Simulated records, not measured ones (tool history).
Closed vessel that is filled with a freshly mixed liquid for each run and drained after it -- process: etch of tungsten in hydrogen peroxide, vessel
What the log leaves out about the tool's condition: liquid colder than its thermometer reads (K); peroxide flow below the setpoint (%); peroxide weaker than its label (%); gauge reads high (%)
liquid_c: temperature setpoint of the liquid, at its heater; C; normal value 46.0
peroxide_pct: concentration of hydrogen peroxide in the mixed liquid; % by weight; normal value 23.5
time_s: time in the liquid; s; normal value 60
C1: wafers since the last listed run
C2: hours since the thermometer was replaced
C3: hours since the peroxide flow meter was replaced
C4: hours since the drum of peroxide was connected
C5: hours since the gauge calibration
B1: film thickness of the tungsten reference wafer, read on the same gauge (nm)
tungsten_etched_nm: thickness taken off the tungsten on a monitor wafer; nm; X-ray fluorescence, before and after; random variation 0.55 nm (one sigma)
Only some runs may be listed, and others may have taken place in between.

{"run": 1, "day": 0.0, "liquid_c": 46.0, "peroxide_pct": 23.5, "time_s": 60, "C1": 0, "C2": 2231.6, "C3": 11.5, "C4": 1050.7, "C5": 414.3, "B1": 149.98, "tungsten_etched_nm": 106.04}
{"run": 2, "day": 0.738, "liquid_c": 46.0, "peroxide_pct": 23.5, "time_s": 60, "C1": 1137, "C2": 2249.3, "C3": 29.2, "C4": 1068.4, "C5": 432.0, "B1": 150.01, "tungsten_etched_nm": 105.22}
{"run": 3, "day": 1.092, "liquid_c": 46.0, "peroxide_pct": 23.5, "time_s": 60, "C1": 546, "C2": 2257.8, "C3": 37.7, "C4": 1076.9, "C5": 440.5, "B1": 149.99, "tungsten_etched_nm": 106.51}
{"run": 4, "day": 1.596, "liquid_c": 46.0, "peroxide_pct": 23.5, "time_s": 60, "C1": 777, "C2": 2269.9, "C3": 49.8, "C4": 1089.0, "C5": 452.6, "B1": 150.01, "tungsten_etched_nm": 106.07}
{"run": 5, "day": 2.342, "liquid_c": 46.0, "peroxide_pct": 23.5, "time_s": 60, "C1": 1150, "C2": 2287.8, "C3": 67.7, "C4": 1106.9, "C5": 470.5, "B1": 150.02, "tungsten_etched_nm": 105.79}
{"day": 2.825, "done": "new drum of peroxide connected"}
{"run": 6, "day": 2.846, "liquid_c": 46.0, "peroxide_pct": 23.5, "time_s": 60, "C1": 713, "C2": 2299.9, "C3": 79.8, "C4": 0.5, "C5": 482.6, "B1": 149.97, "tungsten_etched_nm": 109.88}
{"run": 7, "day": 3.371, "liquid_c": 46.0, "peroxide_pct": 23.5, "time_s": 60, "C1": 809, "C2": 2312.5, "C3": 92.4, "C4": 13.1, "C5": 495.2, "B1": 150.0, "tungsten_etched_nm": 109.18}
{"run": 8, "day": 3.683, "liquid_c": 46.0, "peroxide_pct": 25.5, "time_s": 85, "C1": 481, "C2": 2320.0, "C3": 99.9, "C4": 20.6, "C5": 502.7, "B1": 149.98, "tungsten_etched_nm": 161.41}
{"run": 9, "day": 4.275, "liquid_c": 54.5, "peroxide_pct": 21.5, "time_s": 60, "C1": 912, "C2": 2334.2, "C3": 114.1, "C4": 34.8, "C5": 516.9, "B1": 150.01, "tungsten_etched_nm": 174.97}
{"day": 4.462, "done": "gauge calibrated"}
{"run": 10, "day": 4.6, "liquid_c": 39.0, "peroxide_pct": 16.5, "time_s": 60, "C1": 501, "C2": 2342.0, "C3": 121.9, "C4": 42.6, "C5": 3.3, "B1": 150.0, "tungsten_etched_nm": 58.62}
{"day": 4.671, "done": "thermometer replaced"}
{"run": 11, "day": 5.279, "liquid_c": 54.5, "peroxide_pct": 20.0, "time_s": 35, "C1": 983, "C2": 14.6, "C3": 138.2, "C4": 58.9, "C5": 19.6, "B1": 150.03, "tungsten_etched_nm": 98.27}
{"run": 12, "day": 5.662, "liquid_c": 50.0, "peroxide_pct": 21.5, "time_s": 90, "C1": 591, "C2": 23.8, "C3": 147.4, "C4": 68.1, "C5": 28.8, "B1": 149.97, "tungsten_etched_nm": 199.5}
{"run": 13, "day": 6.129, "liquid_c": 46.0, "peroxide_pct": 23.5, "time_s": 35, "C1": 719, "C2": 35.0, "C3": 158.6, "C4": 79.3, "C5": 40.0, "B1": 150.0, "tungsten_etched_nm": 63.99}
{"run": 14, "day": 6.383, "liquid_c": 42.0, "peroxide_pct": 23.5, "time_s": 70, "C1": 391, "C2": 41.1, "C3": 164.7, "C4": 85.4, "C5": 46.1, "B1": 150.01, "tungsten_etched_nm": 98.97}
{"run": 15, "day": 7.071, "liquid_c": 46.0, "peroxide_pct": 23.5, "time_s": 85, "C1": 1060, "C2": 57.6, "C3": 181.2, "C4": 101.9, "C5": 62.6, "B1": 149.99, "tungsten_etched_nm": 154.52}
{"run": 16, "day": 7.683, "liquid_c": 46.0, "peroxide_pct": 23.5, "time_s": 60, "C1": 944, "C2": 72.3, "C3": 195.9, "C4": 116.6, "C5": 77.3, "B1": 149.99, "tungsten_etched_nm": 108.83}
{"run": 17, "day": 8.204, "liquid_c": 46.0, "peroxide_pct": 23.5, "time_s": 60, "C1": 803, "C2": 84.8, "C3": 208.4, "C4": 129.1, "C5": 89.8, "B1": 149.99, "tungsten_etched_nm": 109.97}
{"run": 18, "day": 8.571, "liquid_c": 46.0, "peroxide_pct": 23.5, "time_s": 60, "C1": 565, "C2": 93.6, "C3": 217.2, "C4": 137.9, "C5": 98.6, "B1": 150.01, "tungsten_etched_nm": 108.56}
{"run": 19, "day": 10.017, "liquid_c": 46.0, "peroxide_pct": 27.0, "time_s": 80, "C1": 2229, "C2": 128.3, "C3": 251.9, "C4": 172.6, "C5": 133.3, "B1": 150.02, "tungsten_etched_nm": 155.68}
{"run": 20, "day": 10.488, "liquid_c": 37.5, "peroxide_pct": 28.0, "time_s": 60, "C1": 726, "C2": 139.6, "C3": 263.2, "C4": 183.9, "C5": 144.6, "B1": 150.0, "tungsten_etched_nm": 68.75}
{"run": 21, "day": 11.038, "liquid_c": 41.0, "peroxide_pct": 30.0, "time_s": 60, "C1": 848, "C2": 152.8, "C3": 276.4, "C4": 197.1, "C5": 157.8, "B1": 150.0, "tungsten_etched_nm": 90.26}
{"run": 22, "day": 11.45, "liquid_c": 46.0, "peroxide_pct": 18.0, "time_s": 60, "C1": 636, "C2": 162.7, "C3": 286.3, "C4": 207.0, "C5": 167.7, "B1": 150.03, "tungsten_etched_nm": 95.57}
{"run": 23, "day": 11.7, "liquid_c": 46.0, "peroxide_pct": 23.5, "time_s": 60, "C1": 385, "C2": 168.7, "C3": 292.3, "C4": 213.0, "C5": 173.7, "B1": 150.01, "tungsten_etched_nm": 108.67}
{"run": 24, "day": 12.279, "liquid_c": 46.0, "peroxide_pct": 23.5, "time_s": 60, "C1": 893, "C2": 182.6, "C3": 306.2, "C4": 226.9, "C5": 187.6, "B1": 149.98, "tungsten_etched_nm": 108.56}
{"run": 25, "day": 12.942, "liquid_c": 36.5, "peroxide_pct": 28.0, "time_s": 60, "C1": 1021, "C2": 198.5, "C3": 322.1, "C4": 242.8, "C5": 203.5, "B1": 150.01, "tungsten_etched_nm": 64.1}
{"run": 26, "day": 13.625, "liquid_c": 46.0, "peroxide_pct": 23.5, "time_s": 50, "C1": 1053, "C2": 214.9, "C3": 338.5, "C4": 259.2, "C5": 219.9, "B1": 149.96, "tungsten_etched_nm": 90.23}
{"run": 27, "day": 14.025, "liquid_c": 38.5, "peroxide_pct": 25.5, "time_s": 30, "C1": 616, "C2": 224.5, "C3": 348.1, "C4": 268.8, "C5": 229.5, "B1": 150.01, "tungsten_etched_nm": 34.84}
{"run": 28, "day": 14.658, "liquid_c": 46.0, "peroxide_pct": 28.0, "time_s": 50, "C1": 976, "C2": 239.7, "C3": 363.3, "C4": 284.0, "C5": 244.7, "B1": 149.98, "tungsten_etched_nm": 99.38}
{"run": 29, "day": 14.967, "liquid_c": 46.0, "peroxide_pct": 25.5, "time_s": 60, "C1": 475, "C2": 247.1, "C3": 370.7, "C4": 291.4, "C5": 252.1, "B1": 150.03, "tungsten_etched_nm": 112.73}

Forecast each of these 5 alternatives for the next run:
{"run": "A", "day": 14.996, "liquid_c": 46.0, "peroxide_pct": 23.5, "time_s": 60, "C1": 44, "C2": 247.8, "C3": 371.4, "C4": 292.1, "C5": 252.8, "B1": "?", "tungsten_etched_nm": "?"}
{"run": "B", "day": 14.996, "liquid_c": 46.0, "peroxide_pct": 20.5, "time_s": 60, "C1": 44, "C2": 247.8, "C3": 371.4, "C4": 292.1, "C5": 252.8, "B1": "?", "tungsten_etched_nm": "?"}
{"run": "C", "day": 14.996, "liquid_c": 50.0, "peroxide_pct": 23.5, "time_s": 60, "C1": 44, "C2": 247.8, "C3": 371.4, "C4": 292.1, "C5": 252.8, "B1": "?", "tungsten_etched_nm": "?"}
{"run": "D", "day": 14.996, "liquid_c": 46.0, "peroxide_pct": 23.5, "time_s": 30, "C1": 44, "C2": 247.8, "C3": 371.4, "C4": 292.1, "C5": 252.8, "B1": "?", "tungsten_etched_nm": "?"}
{"run": "E", "day": 14.996, "liquid_c": 40.0, "peroxide_pct": 17.0, "time_s": 60, "C1": 44, "C2": 247.8, "C3": 371.4, "C4": 292.1, "C5": 252.8, "B1": "?", "tungsten_etched_nm": "?"}

run=A B1=150.00 tungsten_etched_nm=107.31
run=B B1=150.00 tungsten_etched_nm=100.23
run=C B1=150.00 tungsten_etched_nm=137.45
run=D B1=150.00 tungsten_etched_nm=53.66
run=E B1=150.00 tungsten_etched_nm=62.22
Without the tool's hidden state the same runs would have given:
run=A tungsten_etched_nm=108.87
run=B tungsten_etched_nm=101.69
run=C tungsten_etched_nm=139.45
run=D tungsten_etched_nm=54.44
run=E tungsten_etched_nm=63.13
